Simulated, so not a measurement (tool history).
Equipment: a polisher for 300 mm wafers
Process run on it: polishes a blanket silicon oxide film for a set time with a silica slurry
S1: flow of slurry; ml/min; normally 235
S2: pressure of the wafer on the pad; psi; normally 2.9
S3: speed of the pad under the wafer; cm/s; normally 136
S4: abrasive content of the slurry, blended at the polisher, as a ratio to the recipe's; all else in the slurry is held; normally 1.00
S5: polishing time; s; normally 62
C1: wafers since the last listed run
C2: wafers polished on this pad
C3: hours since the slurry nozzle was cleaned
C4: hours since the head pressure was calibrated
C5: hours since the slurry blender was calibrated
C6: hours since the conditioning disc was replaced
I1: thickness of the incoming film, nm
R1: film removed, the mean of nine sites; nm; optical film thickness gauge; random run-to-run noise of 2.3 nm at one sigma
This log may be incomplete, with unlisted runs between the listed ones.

run   hour   S1   S2   S3    S4  S5   C1    C2     C3      C4     C5     C6      I1     R1
  1    0.0  260  2.9  136  1.00  62    0   251  519.8  1035.3  139.0   62.6  1765.1  177.6
  2   15.5  260  2.9  136  1.00  62  143   394  535.3  1050.8  154.5   78.1  1779.6  178.4
  3   24.9  260  2.9  136  1.00  62   87   481  544.7  1060.2  163.9   87.5  1780.9  178.9
  4   32.8  235  2.9  136  1.00  62   73   554  552.6  1068.1  171.8   95.4  1779.0  177.4
  5   45.3  235  2.9  136  1.00  62  115   670  565.1  1080.6  184.3  107.9  1776.5  173.1
  6   55.5  235  2.9  136  1.00  62   94   764  575.3  1090.8  194.5  118.1  1787.6  175.7
  7   62.9  235  2.9  136  1.00  62   68   833  582.7  1098.2  201.9  125.5  1777.6  177.7
      65.7  -- head pressure recalibrated
      69.7  -- slurry blender recalibrated
  8   70.2  235  2.9  136  1.00  62   30   863  590.0     4.5    0.5  132.8  1736.5  173.7
      76.0  -- conditioning disc replaced and pad reconditioned
  9   78.0  195  2.0  136  1.00  62   53   917  597.8    12.3    8.3    2.0  1744.8  123.8
 10   88.7  235  2.9   92  1.00  46   99  1016  608.5    23.0   19.0   12.7  1769.8   96.1
      91.1  -- slurry nozzle cleaned
     105.5  -- worn pad replaced by a new one
 11  106.0  235  3.5  184  1.00  62  113     4   14.9    40.3   36.3   30.0  1749.5  225.8
     109.3  -- conditioning disc replaced and pad reconditioned, repeated, since the last time left the tool worse
 12  133.1  235  2.9   92  1.00  62  232   236   42.0    67.4   63.4   23.8  1752.7  136.1
 13  139.9  300  2.9  136  1.00  62   62   299   48.8    74.2   70.2   30.6  1734.3  180.6
 14  156.2  235  2.9  136  1.00  62  150   450   65.1    90.5   86.5   46.9  1775.5  180.1
 15  162.2  235  2.9  170  1.00  62   55   506   71.1    96.5   92.5   52.9  1762.4  207.8
 16  169.5  235  2.9  136  1.00  62   67   573   78.4   103.8   99.8   60.2  1756.1  176.8

Here are 3 independent what-if runs from the current tool condition. What would each one return?
  A  169.9  235  2.9  136  1.00  71   3  577  78.8  104.2  100.2  60.6  1791.1   ?
  B  169.9  205  2.2  136  1.00  62   3  577  78.8  104.2  100.2  60.6  1791.1   ?
  C  169.9  235  3.7   96  1.25  83   3  577  78.8  104.2  100.2  60.6  1791.1   ?

run     R1
  A  198.5
  B  138.1
  C  245.0
Take away the tool's hidden state, keep each run's random variation, and the runs would have read:
run     R1
  A  210.8
  B  145.1
  C  258.7
